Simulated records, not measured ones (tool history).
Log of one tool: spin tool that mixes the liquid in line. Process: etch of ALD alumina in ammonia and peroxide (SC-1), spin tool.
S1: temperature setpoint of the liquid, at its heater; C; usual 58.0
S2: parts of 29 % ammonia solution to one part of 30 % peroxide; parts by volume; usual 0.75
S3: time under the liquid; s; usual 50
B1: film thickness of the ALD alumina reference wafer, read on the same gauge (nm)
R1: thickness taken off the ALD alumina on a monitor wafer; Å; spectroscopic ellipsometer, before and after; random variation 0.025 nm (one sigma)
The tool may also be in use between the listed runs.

run 1 day=0.000 | S1=58.0 S2=0.75 S3=50 | B1=100.01 | R1=54.9
run 2 day=2.192 | S1=58.0 S2=0.75 S3=50 | B1=100.03 | R1=55.0
run 3 day=5.667 | S1=58.0 S2=0.90 S3=50 | B1=100.02 | R1=55.6
run 4 day=9.338 | S1=58.0 S2=0.75 S3=50 | B1=100.00 | R1=54.9
run 5 day=13.129 | S1=58.0 S2=0.75 S3=80 | B1=100.01 | R1=88.0
-- day=14.162 new drum of ammonia solution connected
run 6 day=15.858 | S1=52.0 S2=0.75 S3=25 | B1=99.98 | R1=19.9
-- day=16.217 heated supply line repaired
run 7 day=17.842 | S1=65.5 S2=0.75 S3=40 | B1=99.95 | R1=62.3
run 8 day=21.629 | S1=66.5 S2=0.75 S3=50 | B1=100.00 | R1=81.8
-- day=23.512 ammonia flow meter replaced
run 9 day=23.904 | S1=58.0 S2=0.75 S3=50 | B1=99.96 | R1=53.5
run 10 day=25.800 | S1=58.0 S2=0.75 S3=50 | B1=100.02 | R1=53.1
run 11 day=29.446 | S1=51.5 S2=0.45 S3=65 | B1=100.00 | R1=46.3
run 12 day=33.038 | S1=58.0 S2=1.05 S3=40 | B1=99.96 | R1=43.9
-- day=35.283 new drum of ammonia solution connected
run 13 day=35.338 | S1=58.0 S2=0.75 S3=50 | B1=100.01 | R1=53.2
run 14 day=37.721 | S1=66.0 S2=0.65 S3=35 | B1=99.99 | R1=55.0
run 15 day=39.308 | S1=53.5 S2=1.05 S3=70 | B1=99.97 | R1=60.2
-- day=40.975 gauge calibrated
run 16 day=42.183 | S1=58.0 S2=0.75 S3=50 | B1=100.01 | R1=52.5
-- day=42.879 heated supply line repaired, repeated, since the last time left the tool worse
run 17 day=45.671 | S1=58.0 S2=0.50 S3=40 | B1=100.05 | R1=44.4
run 18 day=50.258 | S1=58.0 S2=0.75 S3=50 | B1=99.99 | R1=57.5
run 19 day=54.721 | S1=58.0 S2=0.50 S3=50 | B1=100.02 | R1=55.2
-- day=56.396 new drum of ammonia solution connected
run 20 day=59.188 | S1=58.0 S2=0.75 S3=50 | B1=99.98 | R1=57.4
run 21 day=62.912 | S1=58.0 S2=0.75 S3=50 | B1=99.98 | R1=58.1
run 22 day=65.038 | S1=64.0 S2=0.65 S3=65 | B1=99.99 | R1=100.4
run 23 day=67.121 | S1=58.0 S2=0.75 S3=50 | B1=100.02 | R1=57.6
run 24 day=70.004 | S1=66.0 S2=1.05 S3=75 | B1=100.01 | R1=134.1

5 ways to go on from here, each from the tool as it stands after run 24. What would each give?
run A day=70.021 | S1=58.0 S2=0.75 S3=50 | B1=? | R1=?
run B day=70.021 | S1=61.5 S2=1.15 S3=30 | B1=? | R1=?
run C day=70.021 | S1=58.0 S2=1.05 S3=65 | B1=? | R1=?
run D day=70.021 | S1=65.5 S2=0.45 S3=65 | B1=? | R1=?
run E day=70.021 | S1=58.0 S2=0.50 S3=60 | B1=? | R1=?

run=A B1=99.98 R1=57.6
run=B B1=99.98 R1=43.1
run=C B1=99.98 R1=77.2
run=D B1=99.98 R1=104.4
run=E B1=99.98 R1=66.5
Without the tool's hidden state the same runs would have given:
run=A R1=58.2
run=B R1=43.5
run=C R1=78.1
run=D R1=105.4
run=E R1=67.2

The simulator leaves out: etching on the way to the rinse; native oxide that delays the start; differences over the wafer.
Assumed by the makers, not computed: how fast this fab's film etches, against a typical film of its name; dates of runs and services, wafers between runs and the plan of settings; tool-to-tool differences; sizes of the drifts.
